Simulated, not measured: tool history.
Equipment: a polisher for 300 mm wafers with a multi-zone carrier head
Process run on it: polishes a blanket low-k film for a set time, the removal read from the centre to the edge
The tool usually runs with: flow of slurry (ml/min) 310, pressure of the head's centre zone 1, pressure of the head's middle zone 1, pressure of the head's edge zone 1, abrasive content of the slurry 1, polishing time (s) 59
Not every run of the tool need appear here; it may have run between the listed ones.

run,day,flow of slurry (ml/min),pressure of the head's centre zone,pressure of the head's middle zone,pressure of the head's edge zone,abrasive content of the slurry,polishing time (s),"incoming thickness of the incoming film, nm",film removed at the wafer's centre (angstrom),film removed at mid-radius (angstrom),film removed at the wafer's edge (angstrom)
1,0,310,1,1,0.93,1,59,453.3,206,203,191
2,1.571,310,1,1,1,1,59,460,202,200,198
3,3.475,280,1,1,1,1,59,456.6,210,197,196
# day 5.088: worn pad replaced by a new one
4,5.946,280,1,1,1,1,59,463.7,207,200,195
5,7.462,280,1,1,1,1,59,460.1,204,201,193
6,9.421,310,1.03,1,1,1,59,457.9,216,204,195
7,12.121,310,1.03,1,1,1,59,465.5,220,197,195
8,14.567,310,1.03,1,1,1,59,452.5,221,199,193
# day 15.071: worn pad replaced by a new one
9,17.554,310,1,1,1,1,59,456.6,208,195,195
# day 17.958: centre zone pressure recalibrated
10,19.875,310,1,1,1,1,59,462.5,189,201,196
11,22.104,310,1.11,0.88,1,1,59,452.9,209,178,192
# day 22.458: edge zone pressure recalibrated
12,23.95,415,0.95,1,1,1,78,462.8,250,266,261
# day 24.792: worn pad replaced by a new one
13,26.85,310,1,1,1,1,59,459.7,187,188,187
# day 27.254: carrier head's membrane replaced by a new one
14,29.308,310,1,1.07,1,1,59,456.9,182,194,188
15,31.979,345,1,1,1,1,59,457.2,185,188,188
# day 33.833: slurry nozzle cleaned
# day 34.642: worn pad replaced by a new one
16,34.662,310,1,1,0.91,1,59,457,204,204,188
17,36.271,310,1,1,1.12,1,59,456,199,203,212
18,38.771,310,1,1,1,1,59,450,200,206,198
# day 45.708: worn pad replaced by a new one
19,46.588,310,1,0.95,1,1,59,453.2,203,196,198
20,47.775,310,1,1,1.12,1,59,456.4,203,206,209
21,49.429,205,1.05,0.94,1,1,46,454.7,157,141,147
22,55.004,205,1,1,1,1,46,462.3,152,146,144

Consider 3 possible next runs. They are alternatives, not a sequence: every one starts from the tool as it was left by run 22. What does each give?
A,55.021,310,1,1,1.11,1,59,457.7,?,?,?
B,55.021,390,1,1,1,1,53,457.7,?,?,?
C,55.021,355,1,1,1,1,59,457.7,?,?,?

run,film removed at the wafer's centre (angstrom),film removed at mid-radius (angstrom),film removed at the wafer's edge (angstrom)
A,201,198,202
B,185,183,176
C,204,201,194
Take away the tool's hidden state, keep each run's random variation, and the runs would have read:
run,film removed at the wafer's centre (angstrom),film removed at mid-radius (angstrom),film removed at the wafer's edge (angstrom)
A,191,202,206
B,176,186,178
C,194,205,197

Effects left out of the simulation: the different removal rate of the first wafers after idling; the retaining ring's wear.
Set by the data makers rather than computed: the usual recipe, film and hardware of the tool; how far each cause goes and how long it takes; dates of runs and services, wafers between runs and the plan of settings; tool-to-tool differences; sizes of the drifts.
